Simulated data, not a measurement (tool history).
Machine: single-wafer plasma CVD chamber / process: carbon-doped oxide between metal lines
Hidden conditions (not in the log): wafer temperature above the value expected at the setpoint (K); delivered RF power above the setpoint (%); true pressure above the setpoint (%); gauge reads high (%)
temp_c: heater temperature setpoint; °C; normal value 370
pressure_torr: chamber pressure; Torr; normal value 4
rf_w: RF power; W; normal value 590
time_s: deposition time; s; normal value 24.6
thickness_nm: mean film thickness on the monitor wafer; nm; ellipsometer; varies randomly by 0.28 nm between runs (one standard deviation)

| run | hour | temp_c | pressure_torr | rf_w | time_s | wafers since the last listed run | hours since the last thermocouple change | hours since the last RF generator calibration | hours since the last manometer calibration | hours since the showerhead was replaced | hours since the gauge calibration | read-back reference wafer on the same gauge, thickness_nm | thickness_nm |
|---|---|---|---|---|---|---|---|---|---|---|---|---|---|
| 1 | 0 | 370 | 4 | 590 | 24.6 | 0 | 1760.8 | 477.7 | 1923.4 | 5254.4 | 512.5 | 123.157 | 129.232 |
| 2 | 100.4 | 370 | 4 | 590 | 24.6 | 2156 | 1861.2 | 578.1 | 2023.8 | 5354.8 | 612.9 | 123.002 | 129.362 |
| 3 | 153.3 | 370 | 4 | 590 | 24.6 | 1136 | 1914.1 | 631 | 2076.7 | 5407.7 | 665.8 | 122.966 | 128.905 |
| 4 | 259.7 | 370 | 4 | 590 | 24.6 | 2285 | 2020.5 | 737.4 | 2183.1 | 5514.1 | 772.2 | 122.996 | 128.454 |
| 5 | 582.4 | 370 | 4 | 590 | 24.6 | 6932 | 2343.2 | 1060.1 | 2505.8 | 5836.8 | 1094.9 | 122.898 | 129.323 |
| 6 | 631 | 370 | 4 | 590 | 24.6 | 1044 | 2391.8 | 1108.7 | 2554.4 | 5885.4 | 1143.5 | 122.932 | 128.523 |
|  | 659.1 | capacitance manometer re-zeroed and calibrated |
|  | 709.6 | RF generator calibrated |
| 7 | 723.1 | 370 | 4 | 590 | 24.6 | 1634 | 2483.9 | 13.5 | 64 | 5977.5 | 1235.6 | 123.04 | 130.155 |
| 8 | 794 | 370 | 4 | 590 | 24.6 | 1523 | 2554.8 | 84.4 | 134.9 | 6048.4 | 1306.5 | 123.02 | 130.734 |
| 9 | 898.2 | 370 | 4 | 590 | 24.6 | 2238 | 2659 | 188.6 | 239.1 | 6152.6 | 1410.7 | 122.974 | 130.35 |
|  | 919.3 | showerhead replaced |
| 10 | 973.4 | 367 | 4 | 590 | 24.6 | 1443 | 2734.2 | 263.8 | 314.3 | 54.1 | 1485.9 | 123.006 | 130.925 |
| 11 | 1022.9 | 370 | 4 | 545 | 24.6 | 1063 | 2783.7 | 313.3 | 363.8 | 103.6 | 1535.4 | 122.968 | 125.628 |
| 12 | 1077.2 | 370 | 4 | 545 | 24.6 | 1166 | 2838 | 367.6 | 418.1 | 157.9 | 1589.7 | 123.131 | 125.345 |
|  | 1126.3 | thermocouple changed; heater temperature recalibrated |
| 13 | 1179.5 | 370 | 4 | 590 | 26.4 | 2025 | 53.2 | 469.9 | 520.4 | 260.2 | 1692 | 123.003 | 139.776 |
| 14 | 1281.9 | 370 | 4.95 | 665 | 24.6 | 2199 | 155.6 | 572.3 | 622.8 | 362.6 | 1794.4 | 122.99 | 141.259 |

The next listed run, before its measurement:
| 15 | 1333.2 | 370 | 3.05 | 590 | 23.2 | 1102 | 206.9 | 623.6 | 674.1 | 413.9 | 1845.7 | ? | ? |

Run 15 produced read-back reference wafer on the same gauge, thickness_nm 122.956, thickness_nm 119.235 nm.
On a tool with no hidden condition, and with the same random variation, this run would have come out at thickness_nm 119.526 nm.

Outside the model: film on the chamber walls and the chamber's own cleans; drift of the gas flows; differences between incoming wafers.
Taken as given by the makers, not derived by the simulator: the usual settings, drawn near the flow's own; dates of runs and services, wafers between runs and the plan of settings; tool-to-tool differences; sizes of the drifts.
